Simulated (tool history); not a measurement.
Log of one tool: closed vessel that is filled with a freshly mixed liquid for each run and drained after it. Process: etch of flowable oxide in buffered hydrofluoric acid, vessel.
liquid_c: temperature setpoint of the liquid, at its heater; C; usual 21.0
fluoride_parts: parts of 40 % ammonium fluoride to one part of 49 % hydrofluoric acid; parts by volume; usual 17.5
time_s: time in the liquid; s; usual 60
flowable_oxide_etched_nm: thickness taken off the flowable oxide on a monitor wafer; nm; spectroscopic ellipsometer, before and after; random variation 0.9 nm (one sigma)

run	hour	liquid_c	fluoride_parts	time_s	wafers since the last listed run	hours since the thermometer was replaced	hours since the hydrofluoric acid flow meter was replaced	hours since the gauge calibration	read-back film thickness of the flowable oxide reference wafer, read on the same gauge (nm)	flowable_oxide_etched_nm
1	0.0	21.0	17.5	80	0	550.3	1534.8	44.1	70.00	147.65
2	8.5	21.0	17.5	60	796	558.8	1543.3	52.6	70.00	109.80
3	25.5	21.0	17.5	60	1593	575.8	1560.3	69.6	70.00	109.51
4	32.2	21.0	17.5	60	628	582.5	1567.0	76.3	69.99	110.67
5	50.1	23.0	17.5	35	1677	600.4	1584.9	94.2	70.00	71.59
6	62.7	21.0	19.5	60	1181	613.0	1597.5	106.8	70.00	100.58
7	73.6	21.0	19.5	60	1021	623.9	1608.4	117.7	70.00	99.15
8	89.4	25.0	17.5	35	1480	639.7	1624.2	133.5	70.00	80.28
9	96.1	21.0	17.5	60	628	646.4	1630.9	140.2	70.02	112.00
10	105.4	21.0	17.5	60	871	655.7	1640.2	149.5	70.00	109.37
# hour 106.2: gauge calibrated
11	118.2	17.5	20.5	60	1199	668.5	1653.0	12.0	70.01	78.34
# hour 153.0: hydrofluoric acid flow meter replaced
12	161.3	21.0	17.5	75	3946	711.6	8.3	55.1	70.00	138.41
13	170.3	21.0	17.5	80	843	720.6	17.3	64.1	70.00	147.58
14	180.8	21.0	20.5	90	984	731.1	27.8	74.6	69.98	143.29
15	187.8	24.0	14.0	60	656	738.1	34.8	81.6	70.01	159.69
16	198.3	21.0	17.5	70	984	748.6	45.3	92.1	69.99	128.81
# hour 201.8: thermometer replaced
17	208.1	21.0	11.0	60	824	6.3	55.1	101.9	70.00	174.62
18	223.2	21.0	17.5	45	1415	21.4	70.2	117.0	69.99	82.19
19	254.0	21.0	17.5	35	2886	52.2	101.0	147.8	70.01	64.78

The tool's hidden state at each run:
liquid hotter than its thermometer reads (K): 0 in every run
hydrofluoric acid flow above the setpoint (%): 0 in every run
gauge reads high (%): 0 in every run
